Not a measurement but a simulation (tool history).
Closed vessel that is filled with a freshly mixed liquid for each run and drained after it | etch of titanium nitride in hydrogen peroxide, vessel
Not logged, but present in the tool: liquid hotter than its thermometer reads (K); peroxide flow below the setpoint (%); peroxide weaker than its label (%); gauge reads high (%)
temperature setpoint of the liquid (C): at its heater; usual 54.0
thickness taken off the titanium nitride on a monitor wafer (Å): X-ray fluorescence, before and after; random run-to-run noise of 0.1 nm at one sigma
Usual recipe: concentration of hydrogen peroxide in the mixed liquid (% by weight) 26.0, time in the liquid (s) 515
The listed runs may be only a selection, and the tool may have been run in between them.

run	hour	temperature setpoint of the liquid (C)	concentration of hydrogen peroxide in the mixed liquid (% by weight)	time in the liquid (s)	wafers since the last listed run	hours since the thermometer was replaced	hours since the peroxide flow meter was replaced	hours since the drum of peroxide was connected	hours since the gauge calibration	read-back film thickness of the titanium nitride reference wafer, read on the same gauge (nm)	thickness taken off the titanium nitride on a monitor wafer (Å)
1	0.0	54.0	26.0	515	0	1392.9	152.7	214.7	558.6	148.58	312.0
2	56.8	54.0	26.0	515	2625	1449.7	209.5	271.5	615.4	148.46	309.8
3	101.0	54.0	29.5	515	2043	1493.9	253.7	315.7	659.6	148.28	321.5
4	153.6	54.0	29.5	515	2431	1546.5	306.3	368.3	712.2	148.23	318.8
5	218.2	54.0	26.0	515	2986	1611.1	370.9	432.9	776.8	148.03	310.5
# hour 257.6: peroxide flow meter replaced
6	273.8	54.0	26.0	515	2523	1666.7	16.2	488.5	832.4	147.86	309.4
7	317.3	54.0	24.5	515	2010	1710.2	59.7	532.0	875.9	147.80	304.3
8	356.7	54.0	24.5	515	1821	1749.6	99.1	571.4	915.3	147.68	304.4
9	403.1	54.0	24.5	515	2144	1796.0	145.5	617.8	961.7	147.59	307.0
10	439.6	54.0	26.0	515	1687	1832.5	182.0	654.3	998.2	147.51	307.1
# hour 466.3: new drum of peroxide connected
11	506.9	54.0	26.0	515	3064	1899.8	249.3	40.6	1065.5	147.34	307.9
12	575.7	54.0	26.0	515	3180	1968.6	318.1	109.4	1134.3	147.14	305.3
13	625.8	46.5	30.0	630	2315	2018.7	368.2	159.5	1184.4	147.01	225.3
# hour 673.7: peroxide flow meter replaced
14	683.4	54.0	26.0	515	2616	2076.3	9.7	217.1	1242.0	146.87	308.0
15	742.6	61.0	30.0	820	2736	2135.5	68.9	276.3	1301.2	146.73	820.2
16	813.3	54.0	30.0	515	3268	2206.2	139.6	347.0	1371.9	146.58	315.4
17	851.4	61.0	30.0	820	1761	2244.3	177.7	385.1	1410.0	146.45	814.7
18	925.8	59.0	26.0	515	3439	2318.7	252.1	459.5	1484.4	146.33	433.8
19	953.4	54.0	26.0	515	1275	2346.3	279.7	487.1	1512.0	146.23	306.7
# hour 997.6: gauge calibrated
20	1043.1	57.0	18.0	400	4146	2436.0	369.4	576.8	45.5	149.87	278.1
21	1107.5	54.0	26.0	515	2976	2500.4	433.8	641.2	109.9	149.65	314.0
# hour 1132.7: peroxide flow meter replaced
22	1133.2	46.5	26.0	515	1141	2526.1	0.5	666.9	135.6	149.64	182.9
# hour 1170.3: thermometer replaced
23	1189.6	54.0	26.0	515	2560	19.3	56.9	723.3	192.0	149.50	312.5
# hour 1232.3: new drum of peroxide connected
24	1256.6	58.0	30.0	330	3050	86.3	123.9	24.3	259.0	149.34	273.2
25	1311.1	54.0	28.5	650	2519	140.8	178.4	78.8	313.5	149.23	399.1
26	1348.0	54.0	26.0	515	1705	177.7	215.3	115.7	350.4	149.13	310.5
27	1390.7	59.5	30.0	605	1973	220.4	258.0	158.4	393.1	148.96	553.5
28	1444.8	45.5	30.0	635	2500	274.5	312.1	212.5	447.2	148.81	213.9
# hour 1549.3: peroxide flow meter replaced
29	1612.0	47.0	23.5	740	7682	441.7	62.7	379.7	614.4	148.44	263.4

A few steps of thickness taken off the titanium nitride on a monitor wafer (Å) between consecutive runs. Split each: what settings, incoming material and random variation would produce without the hidden state, and what is left over for the hidden state, along with gauge scatter present in only one of the two compared results (measured, and without hidden state):
Run 14 -> 15: temperature setpoint of the liquid (C) 54.0 -> 61.0, concentration of hydrogen peroxide in the mixed liquid (% by weight) 26.0 -> 30.0, time in the liquid (s) 515 -> 820. thickness taken off the titanium nitride on a monitor wafer (Å) +512.2: hidden state -11.6, all else +523.8.
Run 15 -> 16: temperature setpoint of the liquid (C) 61.0 -> 54.0, time in the liquid (s) 820 -> 515. thickness taken off the titanium nitride on a monitor wafer (Å) -504.8: hidden state +10.9, all else -515.7.
Run 16 -> 17: temperature setpoint of the liquid (C) 54.0 -> 61.0, time in the liquid (s) 515 -> 820. thickness taken off the titanium nitride on a monitor wafer (Å) +499.3: hidden state -12.4, all else +511.7.

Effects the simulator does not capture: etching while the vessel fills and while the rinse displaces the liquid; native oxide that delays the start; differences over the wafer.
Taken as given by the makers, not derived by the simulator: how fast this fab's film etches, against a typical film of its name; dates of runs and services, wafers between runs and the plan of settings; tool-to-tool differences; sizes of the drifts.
